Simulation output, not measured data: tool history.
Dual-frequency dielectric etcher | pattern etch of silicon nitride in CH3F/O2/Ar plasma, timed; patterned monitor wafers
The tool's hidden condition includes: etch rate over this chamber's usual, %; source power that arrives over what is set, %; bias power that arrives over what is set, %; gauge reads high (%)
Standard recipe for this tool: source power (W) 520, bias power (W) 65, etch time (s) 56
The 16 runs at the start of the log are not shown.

| run | hour | source power (W) | bias power (W) | etch time (s) | wafers since the last listed run | hours since the last wet clean | hours since the last source power generator calibration | hours since the last bias power generator calibration | hours since the last upper electrode change | hours since the gauge calibration | read-back reference wafer on the same gauge, depth_nm | mean etch depth across the wafer (Å) |
|---|---|---|---|---|---|---|---|---|---|---|---|---|
|  | 409.3 | wet clean of the chamber |
| 17 | 457.3 | 550 | 59 | 56 | 940 | 48 | 281.8 | 322.1 | 4204.4 | 405.6 | 45.09 | 393.6 |
| 18 | 474 | 650 | 70 | 66.5 | 301 | 64.7 | 298.5 | 338.8 | 4221.1 | 422.3 | 45.11 | 518.9 |
| 19 | 488.4 | 520 | 65 | 56 | 260 | 79.1 | 312.9 | 353.2 | 4235.5 | 436.7 | 45.1 | 399.7 |
|  | 530.3 | upper electrode replaced |
| 20 | 530.8 | 440 | 51 | 68.5 | 332 | 121.5 | 355.3 | 395.6 | 0.5 | 479.1 | 45.09 | 430.5 |
| 21 | 557.7 | 470 | 78 | 66 | 486 | 148.4 | 382.2 | 422.5 | 27.4 | 506 | 45.09 | 488.4 |
| 22 | 576.1 | 520 | 56 | 50.5 | 332 | 166.8 | 400.6 | 440.9 | 45.8 | 524.4 | 45.1 | 342 |
| 23 | 610.6 | 520 | 65 | 56 | 623 | 201.3 | 435.1 | 475.4 | 80.3 | 558.9 | 45.09 | 398.8 |
| 24 | 627 | 620 | 77 | 56 | 296 | 217.7 | 451.5 | 491.8 | 96.7 | 575.3 | 45.09 | 442 |
| 25 | 657.1 | 520 | 65 | 56 | 544 | 247.8 | 481.6 | 521.9 | 126.8 | 605.4 | 45.11 | 400.2 |
| 26 | 676.4 | 520 | 65 | 70 | 348 | 267.1 | 500.9 | 541.2 | 146.1 | 624.7 | 45.1 | 499.5 |
| 27 | 708.1 | 520 | 65 | 56 | 573 | 298.8 | 532.6 | 572.9 | 177.8 | 656.4 | 45.1 | 398.2 |
| 28 | 721.8 | 420 | 80 | 64.5 | 247 | 312.5 | 546.3 | 586.6 | 191.5 | 670.1 | 45.09 | 468.4 |
| 29 | 736.4 | 520 | 65 | 56 | 263 | 327.1 | 560.9 | 601.2 | 206.1 | 684.7 | 45.1 | 399.8 |
| 30 | 771 | 520 | 54 | 56 | 625 | 361.7 | 595.5 | 635.8 | 240.7 | 719.3 | 45.1 | 373 |

4 ways to go on from here, each from the tool as it stands after run 30. What would each give?
| A | 771.4 | 460 | 65 | 56 | 7 | 362.1 | 595.9 | 636.2 | 241.1 | 719.7 | ? | ? |
| B | 771.4 | 520 | 70 | 72.5 | 7 | 362.1 | 595.9 | 636.2 | 241.1 | 719.7 | ? | ? |
| C | 771.4 | 580 | 51 | 66 | 7 | 362.1 | 595.9 | 636.2 | 241.1 | 719.7 | ? | ? |
| D | 771.4 | 630 | 65 | 56 | 7 | 362.1 | 595.9 | 636.2 | 241.1 | 719.7 | ? | ? |

| run | read-back reference wafer on the same gauge, depth_nm | mean etch depth across the wafer (Å) |
|---|---|---|
| A | 45.1 | 385.1 |
| B | 45.1 | 528.2 |
| C | 45.1 | 445 |
| D | 45.1 | 419.1 |
Take away the tool's hidden state, keep each run's random variation, and the runs would have read:
| run | mean etch depth across the wafer (Å) |
|---|---|
| A | 388.1 |
| B | 532.3 |
| C | 448.4 |
| D | 422.4 |

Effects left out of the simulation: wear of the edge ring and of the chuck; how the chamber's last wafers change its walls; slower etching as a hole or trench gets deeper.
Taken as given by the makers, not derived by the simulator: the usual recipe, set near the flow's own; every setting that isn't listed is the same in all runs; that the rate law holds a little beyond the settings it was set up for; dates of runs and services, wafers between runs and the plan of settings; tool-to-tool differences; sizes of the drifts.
